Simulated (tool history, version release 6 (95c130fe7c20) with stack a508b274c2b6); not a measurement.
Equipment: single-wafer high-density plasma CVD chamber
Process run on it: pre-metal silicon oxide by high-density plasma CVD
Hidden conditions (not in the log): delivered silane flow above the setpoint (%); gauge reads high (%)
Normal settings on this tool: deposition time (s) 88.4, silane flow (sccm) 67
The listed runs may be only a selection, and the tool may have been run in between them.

run	hour	deposition time (s)	silane flow (sccm)	wafers since the last listed run	hours since the silane flow controller was replaced	hours since the gauge calibration	read-back reference wafer on the same gauge, thickness_nm	mean film thickness on the monitor wafer (nm)
1	0	88.4	59	0	1415.2	530	496.112	419.436
2	36.1	88.4	59	300	1451.3	566.1	494.926	418.628
3	92.4	99.9	72	468	1507.6	622.4	494.004	566.52
# hour 182.7: gauge calibrated
4	196.8	88.4	67	869	1612	14.1	494.695	468.294
5	259.1	88.4	67	518	1674.3	76.4	494.591	467.172
6	332	80.7	72	607	1747.2	149.3	495.496	455.236
7	394.2	88.4	67	518	1809.4	211.5	494.056	466.743
# hour 447.1: silane flow controller replaced
8	500.9	82	75	822	53.8	318.2	495.958	511.554
9	580	88.4	67	658	132.9	397.3	495.157	493.449
10	628.7	101.2	57	405	181.6	446	494.73	484.484
11	730	78.2	61	843	282.9	547.3	495.716	395.725
# hour 745.4: gauge calibrated
12	774.5	88.4	67	370	327.4	29.1	494.545	490.934
13	825.8	71.1	75	427	378.7	80.4	495.509	434.969
14	921	76.9	60	792	473.9	175.6	494.985	382.058
15	1014.9	98.5	79	782	567.8	269.5	495.092	632.497

Hidden state or all else? Some run-to-run changes of mean film thickness on the monitor wafer (nm), split into what the settings, what came in and random variation would give without the hidden state, and what is left for the hidden state (with any gauge scatter that isn't in both results):
Run 7 -> 8: deposition time (s) 88.4 -> 82, silane flow (sccm) 67 -> 75, silane flow controller replaced. mean film thickness on the monitor wafer (nm) +44.811: hidden state +30.543, all else +14.268.
Run 14 -> 15: deposition time (s) 76.9 -> 98.5, silane flow (sccm) 60 -> 79. mean film thickness on the monitor wafer (nm) +250.439: hidden state -5.914, all else +256.353.

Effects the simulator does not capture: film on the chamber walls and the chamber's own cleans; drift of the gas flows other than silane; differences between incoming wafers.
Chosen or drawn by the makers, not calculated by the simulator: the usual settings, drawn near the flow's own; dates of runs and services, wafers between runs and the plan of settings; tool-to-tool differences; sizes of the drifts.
